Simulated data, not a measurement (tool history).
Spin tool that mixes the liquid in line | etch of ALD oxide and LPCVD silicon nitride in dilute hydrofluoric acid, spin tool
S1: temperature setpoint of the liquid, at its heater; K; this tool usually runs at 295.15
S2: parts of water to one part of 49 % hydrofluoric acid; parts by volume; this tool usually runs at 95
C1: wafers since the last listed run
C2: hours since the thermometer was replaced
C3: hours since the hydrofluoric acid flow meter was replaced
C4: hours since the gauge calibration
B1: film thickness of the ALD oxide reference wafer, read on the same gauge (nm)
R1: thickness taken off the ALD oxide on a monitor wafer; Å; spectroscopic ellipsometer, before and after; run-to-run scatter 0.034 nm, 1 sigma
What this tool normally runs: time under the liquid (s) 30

Run 1, hour 0.0: usual settings; C1 0; C2 2139.6; C3 967.3; C4 597.8; B1 89.93. Result: R1 51.1 Å.
Run 2, hour 53.0: usual settings but S1 296.65 K; C1 494; C2 2192.6; C3 1020.3; C4 650.8; B1 90.00. Result: R1 54.0 Å.
Run 3, hour 78.4: usual settings but time under the liquid (s) 45; C1 236; C2 2218.0; C3 1045.7; C4 676.2; B1 89.96. Result: R1 77.3 Å.
Run 4, hour 137.8: usual settings but time under the liquid (s) 45; C1 553; C2 2277.4; C3 1105.1; C4 735.6; B1 90.04. Result: R1 76.3 Å.
Run 5, hour 182.3: usual settings; C1 415; C2 2321.9; C3 1149.6; C4 780.1; B1 90.02. Result: R1 50.8 Å.
Run 6, hour 207.9: usual settings; C1 238; C2 2347.5; C3 1175.2; C4 805.7; B1 90.01. Result: R1 50.7 Å.
Run 7, hour 242.7: usual settings; C1 324; C2 2382.3; C3 1210.0; C4 840.5; B1 90.00. Result: R1 50.5 Å.
At hour 301.1: thermometer replaced.
Run 8, hour 424.1: usual settings but S2 135 parts by volume; C1 1682; C2 123.0; C3 1391.4; C4 1021.9; B1 90.00. Result: R1 33.7 Å.
Run 9, hour 567.1: usual settings; C1 1333; C2 266.0; C3 1534.4; C4 1164.9; B1 89.99. Result: R1 49.1 Å.
Run 10, hour 607.7: usual settings; C1 378; C2 306.6; C3 1575.0; C4 1205.5; B1 90.04. Result: R1 48.9 Å.
At hour 654.9: hydrofluoric acid flow meter replaced.
Run 11, hour 670.1: usual settings but S2 60 parts by volume, time under the liquid (s) 45; C1 572; C2 369.0; C3 15.2; C4 1267.9; B1 89.96. Result: R1 115.1 Å.
Run 12, hour 701.4: usual settings but S1 293.15 K, S2 75 parts by volume, time under the liquid (s) 15; C1 291; C2 400.3; C3 46.5; C4 1299.2; B1 90.01. Result: R1 27.8 Å.
Run 13, hour 727.5: usual settings but time under the liquid (s) 45; C1 243; C2 426.4; C3 72.6; C4 1325.3; B1 90.05. Result: R1 69.8 Å.
Run 14, hour 782.6: usual settings but S2 125 parts by volume; C1 513; C2 481.5; C3 127.7; C4 1380.4; B1 89.99. Result: R1 33.8 Å.
Run 15, hour 845.1: usual settings but S2 120 parts by volume; C1 582; C2 544.0; C3 190.2; C4 1442.9; B1 90.05. Result: R1 35.2 Å.
Run 16, hour 885.3: usual settings but S1 292.65 K; C1 374; C2 584.2; C3 230.4; C4 1483.1; B1 89.99. Result: R1 41.5 Å.
At hour 909.0: gauge calibrated.
Run 17, hour 911.6: usual settings but S1 297.65 K, S2 110 parts by volume, time under the liquid (s) 20; C1 245; C2 610.5; C3 256.7; C4 2.6; B1 90.06. Result: R1 28.5 Å.
Run 18, hour 966.3: usual settings; C1 510; C2 665.2; C3 311.4; C4 57.3; B1 90.01. Result: R1 45.9 Å.

What does the tool deliver on the next run?
At hour 972.4: hydrofluoric acid flow meter replaced, repeated, since the last time left the tool worse.
Run 19, hour 1014.2: usual settings but S1 293.65 K; C1 437; C2 713.1; C3 41.8; C4 105.2; B1 ?. Result: R1 ?.

{"run 19": {"B1": 89.99, "R1": 50.1}}
If the tool had no hidden condition, the same run with the same run-to-run variation would have returned R1 50.4 Å.
